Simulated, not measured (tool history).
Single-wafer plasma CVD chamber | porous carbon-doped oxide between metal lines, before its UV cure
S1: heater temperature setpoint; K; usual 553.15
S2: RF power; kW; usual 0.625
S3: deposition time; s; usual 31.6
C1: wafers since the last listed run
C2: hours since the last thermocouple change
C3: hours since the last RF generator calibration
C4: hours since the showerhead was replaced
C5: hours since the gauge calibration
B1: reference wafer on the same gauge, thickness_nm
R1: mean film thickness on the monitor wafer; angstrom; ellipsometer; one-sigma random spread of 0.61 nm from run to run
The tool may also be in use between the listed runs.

run    hour      S1     S2    S3    C1      C2      C3      C4      C5       B1       R1
  1     0.0  548.15  0.625  31.6     0  1474.9   830.9  3068.1   345.7  262.921  2231.82
  2    32.1  548.15  0.625  31.6   684  1507.0   863.0  3100.2   377.8  263.147  2229.17
  3    90.3  553.15  0.625  29.4  1240  1565.2   921.2  3158.4   436.0  262.803  1995.35
  4   151.3  553.15  0.625  29.4  1300  1626.2   982.2  3219.4   497.0  263.041  1988.33
  5   184.9  553.15  0.675  31.6   716  1659.8  1015.8  3253.0   530.6  262.910  2248.56
  6   247.4  553.15  0.625  33.5  1332  1722.3  1078.3  3315.5   593.1  262.848  2246.53
  7   299.1  553.15  0.625  33.5  1101  1774.0  1130.0  3367.2   644.8  263.190  2244.74
  8   347.2  553.15  0.625  31.6  1025  1822.1  1178.1  3415.3   692.9  263.020  2112.92
  9   395.7  553.15  0.625  31.6  1033  1870.6  1226.6  3463.8   741.4  262.635  2115.19
 10   458.5  553.15  0.625  31.6  1338  1933.4  1289.4  3526.6   804.2  262.903  2103.94
      477.7  -- showerhead replaced
      483.0  -- RF generator calibrated
 11   487.5  563.15  0.625  31.6   334  1962.4     4.5     9.8   833.2  262.880  2010.57
 12   513.3  553.15  0.625  31.6   549  1988.2    30.3    35.6   859.0  263.035  2149.24
 13   572.8  553.15  0.625  31.6  1268  2047.7    89.8    95.1   918.5  262.753  2150.24
      585.4  -- thermocouple changed; heater temperature recalibrated
 14   605.4  553.15  0.625  31.6   524    20.0   122.4   127.7   951.1  263.364  2223.86
 15   636.0  553.15  0.625  29.4   652    50.6   153.0   158.3   981.7  262.720  2076.60
 16   679.6  544.15  0.565  33.2   929    94.2   196.6   201.9  1025.3  262.973  2315.98
 17   725.4  565.15  0.625  28.1   976   140.0   242.4   247.7  1071.1  263.013  1830.48
 18   750.9  553.15  0.510  31.6   543   165.5   267.9   273.2  1096.6  262.979  1912.08
 19   796.1  553.15  0.700  27.6   963   210.7   313.1   318.4  1141.8  263.042  2106.17
 20   842.4  562.15  0.575  27.3   986   257.0   359.4   364.7  1188.1  263.177  1694.20
      844.2  -- gauge calibrated
 21   897.9  553.15  0.625  31.6  1182   312.5   414.9   420.2    53.7  262.814  2210.59
 22   975.2  558.15  0.660  35.6  1647   389.8   492.2   497.5   131.0  262.990  2496.17
 23  1000.0  559.15  0.735  25.6   528   414.6   517.0   522.3   155.8  263.144  1923.27
 24  1061.0  558.15  0.520  28.2  1300   475.6   578.0   583.3   216.8  263.039  1661.99
 25  1096.4  553.15  0.625  31.6   754   511.0   613.4   618.7   252.2  262.972  2194.15
 26  1164.2  566.15  0.500  31.6  1444   578.8   681.2   686.5   320.0  263.116  1707.20
 27  1201.1  553.15  0.720  27.7   786   615.7   718.1   723.4   356.9  263.072  2127.26
 28  1258.5  540.15  0.550  31.6  1223   673.1   775.5   780.8   414.3  262.788  2195.38

Consider 3 possible next runs. They are alternatives, not a sequence: every one starts from the tool as it was left by run 28. What does each give?
  A  1258.9  553.15  0.625  31.6   8  673.5  775.9  781.2  414.7   ?   ?
  B  1258.9  568.15  0.545  35.4   8  673.5  775.9  781.2  414.7   ?   ?
  C  1258.9  541.15  0.625  25.9   8  673.5  775.9  781.2  414.7   ?   ?

run       B1       R1
  A  262.954  2187.35
  B  262.954  1995.01
  C  262.954  1971.50
Without the tool's unlogged condition, the same runs would have read:
run       R1
  A  2231.95
  B  2034.78
  C  2012.76

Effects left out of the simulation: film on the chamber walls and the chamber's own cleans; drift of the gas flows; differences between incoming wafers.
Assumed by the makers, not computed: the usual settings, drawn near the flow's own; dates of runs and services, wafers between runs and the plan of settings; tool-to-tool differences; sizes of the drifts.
